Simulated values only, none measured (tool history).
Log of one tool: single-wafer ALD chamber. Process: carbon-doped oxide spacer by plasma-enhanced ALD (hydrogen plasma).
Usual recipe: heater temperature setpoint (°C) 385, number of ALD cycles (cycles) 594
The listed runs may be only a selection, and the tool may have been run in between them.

| run | hour | heater temperature setpoint (°C) | number of ALD cycles (cycles) | wafers since the last listed run | hours since the last thermocouple change | hours since the gauge calibration | read-back reference wafer on the same gauge, thickness_nm | mean film thickness on the monitor wafer (nm) |
|---|---|---|---|---|---|---|---|---|
| 1 | 0.0 | 391 | 523 | 0 | 1660.4 | 382.7 | 27.504 | 28.270 |
| 2 | 88.3 | 391 | 523 | 57 | 1748.7 | 471.0 | 27.509 | 28.333 |
| 3 | 259.3 | 391 | 523 | 111 | 1919.7 | 642.0 | 27.516 | 28.352 |
| 4 | 314.0 | 385 | 594 | 35 | 1974.4 | 696.7 | 27.489 | 32.337 |
| 5 | 421.5 | 385 | 594 | 69 | 2081.9 | 804.2 | 27.522 | 32.187 |
| 6 | 492.7 | 385 | 594 | 46 | 2153.1 | 875.4 | 27.489 | 32.169 |
| 7 | 573.2 | 385 | 594 | 52 | 2233.6 | 955.9 | 27.496 | 32.068 |
| 8 | 678.7 | 385 | 594 | 68 | 2339.1 | 1061.4 | 27.500 | 32.116 |
| 9 | 805.5 | 385 | 594 | 82 | 2465.9 | 1188.2 | 27.497 | 32.266 |
| 10 | 855.3 | 385 | 594 | 32 | 2515.7 | 1238.0 | 27.516 | 32.036 |
| 11 | 930.3 | 385 | 594 | 48 | 2590.7 | 1313.0 | 27.483 | 32.305 |
| 12 | 1003.3 | 385 | 594 | 47 | 2663.7 | 1386.0 | 27.511 | 32.091 |
| 13 | 1063.6 | 385 | 542 | 39 | 2724.0 | 1446.3 | 27.490 | 29.426 |
| 14 | 1108.8 | 389 | 650 | 29 | 2769.2 | 1491.5 | 27.493 | 35.127 |
|  | 1136.4 | gauge calibrated |
| 15 | 1198.3 | 399 | 690 | 58 | 2858.7 | 61.9 | 27.493 | 37.426 |
| 16 | 1240.6 | 375 | 553 | 27 | 2901.0 | 104.2 | 27.501 | 29.933 |
|  | 1300.2 | thermocouple changed; heater temperature recalibrated |
| 17 | 1316.7 | 385 | 528 | 44 | 16.5 | 180.3 | 27.515 | 28.622 |
| 18 | 1355.1 | 390 | 485 | 24 | 54.9 | 218.7 | 27.496 | 26.324 |

Run 19, settings as shown, results not yet in. Your forecast:
| 19 | 1428.2 | 385 | 594 | 47 | 128.0 | 291.8 | ? | ? |

{"run 19": {"read-back reference wafer on the same gauge, thickness_nm": 27.473, "mean film thickness on the monitor wafer (nm)": 32.283}}
With no hidden state in the tool, this same run would have given mean film thickness on the monitor wafer (nm) 32.283.

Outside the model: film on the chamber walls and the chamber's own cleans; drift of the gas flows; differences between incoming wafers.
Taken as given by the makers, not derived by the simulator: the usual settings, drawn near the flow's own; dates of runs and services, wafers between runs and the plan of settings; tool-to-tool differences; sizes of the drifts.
